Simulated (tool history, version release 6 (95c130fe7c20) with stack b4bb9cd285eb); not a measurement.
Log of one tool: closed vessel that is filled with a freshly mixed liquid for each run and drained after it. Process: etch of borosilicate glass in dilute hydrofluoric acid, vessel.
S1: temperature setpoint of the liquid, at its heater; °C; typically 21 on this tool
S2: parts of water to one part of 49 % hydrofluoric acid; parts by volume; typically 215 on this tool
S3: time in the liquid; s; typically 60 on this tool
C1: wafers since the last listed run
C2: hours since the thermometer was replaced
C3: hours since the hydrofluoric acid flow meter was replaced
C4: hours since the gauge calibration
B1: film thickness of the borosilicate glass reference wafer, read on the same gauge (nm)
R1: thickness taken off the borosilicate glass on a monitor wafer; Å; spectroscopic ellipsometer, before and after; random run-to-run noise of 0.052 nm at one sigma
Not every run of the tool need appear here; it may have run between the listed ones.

run,hour,S1,S2,S3,C1,C2,C3,C4,B1,R1
1,0,21,215,85,0,1087.6,1727.4,263.8,29.98,91.1
2,17.3,21,215,85,2490,1104.9,1744.7,281.1,30,91.9
3,31.1,21,215,85,1986,1118.7,1758.5,294.9,30,91.4
4,48.8,21,165,60,2548,1136.4,1776.2,312.6,30.01,88.6
5,59.8,21,255,45,1583,1147.4,1787.2,323.6,30.02,39.7
6,69.8,21,255,45,1439,1157.4,1797.2,333.6,30.01,39.8
7,87.1,21,255,45,2490,1174.7,1814.5,350.9,29.97,40.3
8,98,21,215,60,1569,1185.6,1825.4,361.8,29.99,64.4
9,115.5,21,215,60,2519,1203.1,1842.9,379.3,30,63.9
10,128.3,22,215,60,1842,1215.9,1855.7,392.1,29.99,67
11,142.8,22,215,60,2087,1230.4,1870.2,406.6,30.02,66.8
12,150.4,22,215,60,1094,1238,1877.8,414.2,30.05,67.2
13,157.5,21,215,60,1022,1245.1,1884.9,421.3,30,63.9
# hour 182.7: thermometer replaced
14,186.8,21,215,60,4074,4.1,1914.2,450.6,29.99,65.4
15,195.3,21,215,60,1223,12.6,1922.7,459.1,30.01,64.7
16,208.6,21,215,60,1914,25.9,1936,472.4,30,65.2
# hour 215.4: gauge calibrated
17,220.4,21,215,70,1698,37.7,1947.8,5,30.01,75.8
18,236.1,18.5,155,60,2260,53.4,1963.5,20.7,30.01,87.5
19,251.7,24,165,40,2245,69,1979.1,36.3,29.98,66.5
20,265.4,25.5,270,35,1972,82.7,1992.8,50,30.02,33.3
21,276.6,17,170,90,1612,93.9,2004,61.2,29.99,111.2
# hour 287.7: hydrofluoric acid flow meter replaced
22,289,21,215,60,1641,106.3,1.3,73.6,29.98,64.6
23,295,21,215,60,863,112.3,7.3,79.6,30,65.3
24,302.3,21,215,60,1050,119.6,14.6,86.9,30.02,65.8
25,315.8,18,215,60,1943,133.1,28.1,100.4,29.99,57.3
26,322.6,21,215,60,978,139.9,34.9,107.2,30.02,65.1
27,339.8,17.5,265,30,2476,157.1,52.1,124.4,29.98,22.1
28,371.8,21,215,60,4606,189.1,84.1,156.4,30.02,65.4
29,385,21,270,40,1900,202.3,97.3,169.6,29.98,32.7
30,398.2,21,155,60,1900,215.5,110.5,182.8,29.99,95.6

5 options for the next run, each taken on its own from the tool as it stands now. Forecast them:
A,398.9,21,215,60,100,216.2,111.2,183.5,?,?
B,398.9,21,150,30,100,216.2,111.2,183.5,?,?
C,398.9,21,215,45,100,216.2,111.2,183.5,?,?
D,398.9,23,310,60,100,216.2,111.2,183.5,?,?
E,398.9,21,105,35,100,216.2,111.2,183.5,?,?

run,B1,R1
A,29.99,64.8
B,29.99,49.6
C,29.99,48.6
D,29.99,44.1
E,29.99,86.9
With the hidden condition removed and each run's random variation left untouched, the same runs would have given:
run,R1
A,64.8
B,49.6
C,48.6
D,44.1
E,86.9
